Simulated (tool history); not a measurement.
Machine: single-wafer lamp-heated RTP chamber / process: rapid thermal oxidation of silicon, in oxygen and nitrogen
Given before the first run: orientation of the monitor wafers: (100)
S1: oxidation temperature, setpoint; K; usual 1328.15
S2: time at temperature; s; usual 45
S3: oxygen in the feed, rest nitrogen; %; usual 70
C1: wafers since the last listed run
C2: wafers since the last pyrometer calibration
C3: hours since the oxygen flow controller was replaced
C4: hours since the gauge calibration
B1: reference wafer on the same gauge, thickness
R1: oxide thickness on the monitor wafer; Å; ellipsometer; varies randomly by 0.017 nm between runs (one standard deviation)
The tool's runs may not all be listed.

| run | hour | S1 | S2 | S3 | C1 | C2 | C3 | C4 | B1 | R1 |
|---|---|---|---|---|---|---|---|---|---|---|
| 1 | 0.0 | 1328.15 | 45 | 58 | 0 | 683 | 3091.2 | 145.1 | 6.254 | 61.95 |
| 2 | 12.5 | 1328.15 | 45 | 58 | 130 | 813 | 3103.7 | 157.6 | 6.250 | 61.95 |
| 3 | 26.8 | 1328.15 | 45 | 58 | 148 | 962 | 3118.0 | 171.9 | 6.260 | 61.85 |
| 4 | 32.9 | 1328.15 | 45 | 70 | 63 | 1026 | 3124.1 | 178.0 | 6.263 | 66.09 |
| 5 | 40.2 | 1328.15 | 45 | 70 | 75 | 1102 | 3131.4 | 185.3 | 6.263 | 66.26 |
| 6 | 51.8 | 1328.15 | 39 | 70 | 120 | 1223 | 3143.0 | 196.9 | 6.257 | 62.49 |
| 7 | 63.5 | 1328.15 | 39 | 70 | 121 | 1344 | 3154.7 | 208.6 | 6.267 | 62.37 |
|  | 80.8 | pyrometer window cleaned and pyrometer calibrated |
| 8 | 81.3 | 1328.15 | 45 | 61 | 102 | 5 | 3172.5 | 226.4 | 6.265 | 62.57 |
| 9 | 86.6 | 1328.15 | 45 | 61 | 55 | 60 | 3177.8 | 231.7 | 6.264 | 62.83 |
| 10 | 100.9 | 1328.15 | 45 | 70 | 148 | 209 | 3192.1 | 246.0 | 6.269 | 65.91 |
| 11 | 108.1 | 1328.15 | 45 | 70 | 74 | 284 | 3199.3 | 253.2 | 6.252 | 66.00 |
| 12 | 120.5 | 1328.15 | 45 | 70 | 129 | 413 | 3211.7 | 265.6 | 6.263 | 66.02 |
| 13 | 132.9 | 1328.15 | 45 | 70 | 129 | 542 | 3224.1 | 278.0 | 6.264 | 65.65 |
| 14 | 141.3 | 1328.15 | 45 | 70 | 87 | 630 | 3232.5 | 286.4 | 6.257 | 65.87 |
|  | 148.8 | gauge calibrated |
| 15 | 154.6 | 1328.15 | 35 | 70 | 138 | 768 | 3245.8 | 5.8 | 6.260 | 59.21 |
| 16 | 162.5 | 1328.15 | 35 | 70 | 82 | 850 | 3253.7 | 13.7 | 6.257 | 59.15 |
| 17 | 171.5 | 1328.15 | 35 | 70 | 93 | 944 | 3262.7 | 22.7 | 6.261 | 59.51 |
| 18 | 180.8 | 1350.15 | 57 | 70 | 96 | 1041 | 3272.0 | 32.0 | 6.263 | 84.70 |
|  | 208.8 | oxygen flow controller replaced |
| 19 | 219.0 | 1328.15 | 45 | 70 | 314 | 1355 | 10.2 | 70.2 | 6.268 | 66.47 |
|  | 241.9 | pyrometer window cleaned and pyrometer calibrated |
| 20 | 242.4 | 1328.15 | 30 | 70 | 160 | 4 | 33.6 | 93.6 | 6.260 | 54.92 |
| 21 | 254.6 | 1304.15 | 45 | 89 | 127 | 131 | 45.8 | 105.8 | 6.257 | 60.57 |
| 22 | 270.8 | 1344.15 | 59 | 79 | 168 | 300 | 62.0 | 122.0 | 6.257 | 86.35 |
| 23 | 283.3 | 1328.15 | 45 | 81 | 130 | 430 | 74.5 | 134.5 | 6.259 | 69.05 |
| 24 | 289.7 | 1353.15 | 55 | 70 | 66 | 497 | 80.9 | 140.9 | 6.264 | 85.07 |
| 25 | 303.5 | 1350.15 | 57 | 70 | 143 | 640 | 94.7 | 154.7 | 6.261 | 84.68 |
| 26 | 313.4 | 1309.15 | 53 | 92 | 103 | 744 | 104.6 | 164.6 | 6.262 | 68.53 |
| 27 | 323.0 | 1351.15 | 52 | 70 | 99 | 843 | 114.2 | 174.2 | 6.266 | 82.04 |
| 28 | 335.8 | 1306.15 | 56 | 42 | 133 | 977 | 127.0 | 187.0 | 6.265 | 52.59 |
| 29 | 347.9 | 1328.15 | 45 | 70 | 125 | 1103 | 139.1 | 199.1 | 6.253 | 66.25 |
| 30 | 359.2 | 1320.15 | 60 | 94 | 117 | 1220 | 150.4 | 210.4 | 6.255 | 79.19 |
| 31 | 373.1 | 1300.15 | 45 | 57 | 144 | 1365 | 164.3 | 224.3 | 6.268 | 51.07 |
| 32 | 382.8 | 1328.15 | 45 | 70 | 100 | 1466 | 174.0 | 234.0 | 6.261 | 66.76 |
| 33 | 388.8 | 1328.15 | 65 | 70 | 62 | 1528 | 180.0 | 240.0 | 6.264 | 78.46 |
| 34 | 402.6 | 1328.15 | 45 | 52 | 143 | 1672 | 193.8 | 253.8 | 6.259 | 60.44 |

A few steps of R1 between consecutive runs. Split each: what settings, incoming material and random variation would produce without the hidden state, and what is left over for the hidden state, along with gauge scatter present in only one of the two compared results (measured, and without hidden state):
Unlogged tool condition in this case: true wafer temperature minus pyrometer reading, K; deviation of the oxygen flow from its setpoint, %; gauge reads high (%).
Run 7 -> 8: S2 39 -> 45, S3 70 -> 61, pyrometer window cleaned and pyrometer calibrated. R1 +0.20 Å: hidden state -0.76, all else +0.96.
Run 18 -> 19: S1 1350.15 -> 1328.15, S2 57 -> 45, oxygen flow controller replaced. R1 -18.23 Å: hidden state +0.30, all else -18.53.
Run 19 -> 20: S2 45 -> 30, pyrometer window cleaned and pyrometer calibrated. R1 -11.55 Å: hidden state -0.84, all else -10.71.
Run 21 -> 22: S1 1304.15 -> 1344.15, S2 45 -> 59, S3 89 -> 79. R1 +25.78 Å: hidden state +0.05, all else +25.73.
Run 27 -> 28: S1 1351.15 -> 1306.15, S2 52 -> 56, S3 70 -> 42. R1 -29.45 Å: hidden state -0.04, all else -29.41.
Run 30 -> 31: S1 1320.15 -> 1300.15, S2 60 -> 45, S3 94 -> 57. R1 -28.12 Å: hidden state -0.15, all else -27.97.
